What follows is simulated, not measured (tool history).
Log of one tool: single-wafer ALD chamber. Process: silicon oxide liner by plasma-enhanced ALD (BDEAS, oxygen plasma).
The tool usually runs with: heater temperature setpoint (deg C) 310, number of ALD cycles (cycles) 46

run,hour,heater temperature setpoint (deg C),number of ALD cycles (cycles),"read-back reference wafer on the same gauge, thickness_nm",mean film thickness on the monitor wafer (Å)
1,0.0,310,40,5.298,38.65
2,205.3,310,40,5.295,39.36
3,260.6,303,46,5.298,45.25
4,297.9,310,42,5.287,40.91
5,360.5,310,42,5.292,41.09
6,419.9,310,42,5.300,41.18
7,451.1,315,39,5.315,37.74
# hour 509.0: gauge calibrated
8,519.0,315,39,5.137,36.30
9,559.7,310,46,5.146,43.80
10,631.1,310,46,5.171,43.58
11,683.3,310,46,5.185,43.73
12,712.5,310,46,5.190,44.23
13,768.4,310,46,5.207,44.07
14,796.4,310,46,5.212,43.81
15,834.7,310,51,5.226,48.48
16,874.3,310,50,5.219,48.77
# hour 893.4: thermocouple changed; heater temperature recalibrated
17,922.2,325,43,5.234,40.78
18,954.3,322,39,5.237,36.82
19,1013.1,310,46,5.244,44.09
20,1048.2,296,46,5.242,45.57
21,1092.4,310,52,5.248,50.10
22,1132.0,310,43,5.265,41.57
23,1156.2,310,39,5.259,37.80
24,1187.1,315,49,5.271,47.57
25,1216.9,322,52,5.270,49.98
26,1264.8,295,41,5.279,41.06
27,1292.0,310,46,5.280,44.37
28,1329.8,310,46,5.275,44.48
29,1390.0,315,54,5.283,52.23
30,1454.3,298,43,5.288,42.59
31,1547.5,319,43,5.297,41.21
32,1614.6,315,39,5.286,37.90

Forecast run 33:
33,1640.9,314,55,?,?

read-back reference wafer on the same gauge, thickness_nm: 5.297
mean film thickness on the monitor wafer (Å): 53.41
Without the tool's hidden state the same run would have given mean film thickness on the monitor wafer (Å) 51.39.
